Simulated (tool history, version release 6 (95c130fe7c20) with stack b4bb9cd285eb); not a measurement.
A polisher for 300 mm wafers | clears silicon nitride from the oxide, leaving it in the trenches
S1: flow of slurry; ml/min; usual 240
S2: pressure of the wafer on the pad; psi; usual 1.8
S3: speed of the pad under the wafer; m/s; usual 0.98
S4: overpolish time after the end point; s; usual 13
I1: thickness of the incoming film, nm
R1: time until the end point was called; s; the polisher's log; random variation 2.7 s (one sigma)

run 1 hour=0.0 | S1=240 S2=1.8 S3=0.98 S4=13 | I1=89.6 | R1=145.6
-- hour=35.2 worn pad replaced by a new one
run 2 hour=50.0 | S1=240 S2=1.8 S3=0.98 S4=13 | I1=90.7 | R1=144.8
run 3 hour=93.3 | S1=240 S2=1.8 S3=0.98 S4=16 | I1=89.0 | R1=139.4
-- hour=100.1 slurry nozzle cleaned
run 4 hour=155.6 | S1=240 S2=1.8 S3=0.98 S4=16 | I1=90.3 | R1=143.0
run 5 hour=184.7 | S1=240 S2=1.8 S3=0.98 S4=13 | I1=89.9 | R1=146.8
-- hour=219.7 worn pad replaced by a new one
run 6 hour=229.9 | S1=240 S2=1.8 S3=0.98 S4=13 | I1=89.2 | R1=144.1
run 7 hour=272.6 | S1=240 S2=1.8 S3=0.98 S4=13 | I1=88.9 | R1=142.9
run 8 hour=334.3 | S1=240 S2=1.8 S3=1.22 S4=13 | I1=89.9 | R1=122.2
-- hour=362.6 head pressure recalibrated
run 9 hour=382.3 | S1=240 S2=1.8 S3=1.22 S4=13 | I1=89.8 | R1=117.9
-- hour=412.4 worn pad replaced by a new one
run 10 hour=429.7 | S1=240 S2=1.8 S3=1.22 S4=13 | I1=90.9 | R1=122.7
run 11 hour=462.7 | S1=240 S2=1.8 S3=0.98 S4=13 | I1=89.0 | R1=147.7
run 12 hour=517.1 | S1=240 S2=2.0 S3=0.98 S4=9 | I1=89.5 | R1=131.2
run 13 hour=551.1 | S1=240 S2=1.8 S3=0.98 S4=16 | I1=88.6 | R1=146.4
run 14 hour=583.3 | S1=200 S2=1.4 S3=1.30 S4=13 | I1=88.9 | R1=148.1
-- hour=598.2 worn pad replaced by a new one
run 15 hour=613.8 | S1=240 S2=1.6 S3=1.22 S4=13 | I1=91.3 | R1=140.1
-- hour=632.7 slurry nozzle cleaned
run 16 hour=678.2 | S1=200 S2=2.3 S3=0.98 S4=13 | I1=88.8 | R1=118.0
run 17 hour=731.1 | S1=240 S2=2.4 S3=0.76 S4=5 | I1=88.1 | R1=137.3
run 18 hour=774.1 | S1=325 S2=2.3 S3=0.98 S4=13 | I1=91.6 | R1=113.8
run 19 hour=806.3 | S1=240 S2=1.8 S3=1.10 S4=13 | I1=91.7 | R1=131.2
-- hour=810.7 worn pad replaced by a new one
-- hour=825.0 head pressure recalibrated
run 20 hour=854.1 | S1=240 S2=1.8 S3=0.98 S4=13 | I1=91.4 | R1=147.0
run 21 hour=895.2 | S1=175 S2=1.8 S3=0.98 S4=13 | I1=91.5 | R1=157.4
run 22 hour=946.3 | S1=280 S2=2.2 S3=0.98 S4=16 | I1=90.9 | R1=118.7
run 23 hour=1007.6 | S1=240 S2=1.8 S3=1.22 S4=13 | I1=89.4 | R1=121.1

Forecast each of these 4 alternatives for the next run:
run A hour=1008.1 | S1=240 S2=1.2 S3=0.98 S4=13 | I1=88.7 | R1=?
run B hour=1008.1 | S1=170 S2=1.8 S3=0.98 S4=18 | I1=88.7 | R1=?
run C hour=1008.1 | S1=240 S2=2.1 S3=0.98 S4=13 | I1=88.7 | R1=?
run D hour=1008.1 | S1=310 S2=1.8 S3=0.82 S4=6 | I1=88.7 | R1=?

run=A R1=199.4
run=B R1=147.3
run=C R1=121.9
run=D R1=156.2
Without the tool's hidden state the same runs would have given:
run=A R1=199.4
run=B R1=147.3
run=C R1=121.9
run=D R1=156.2
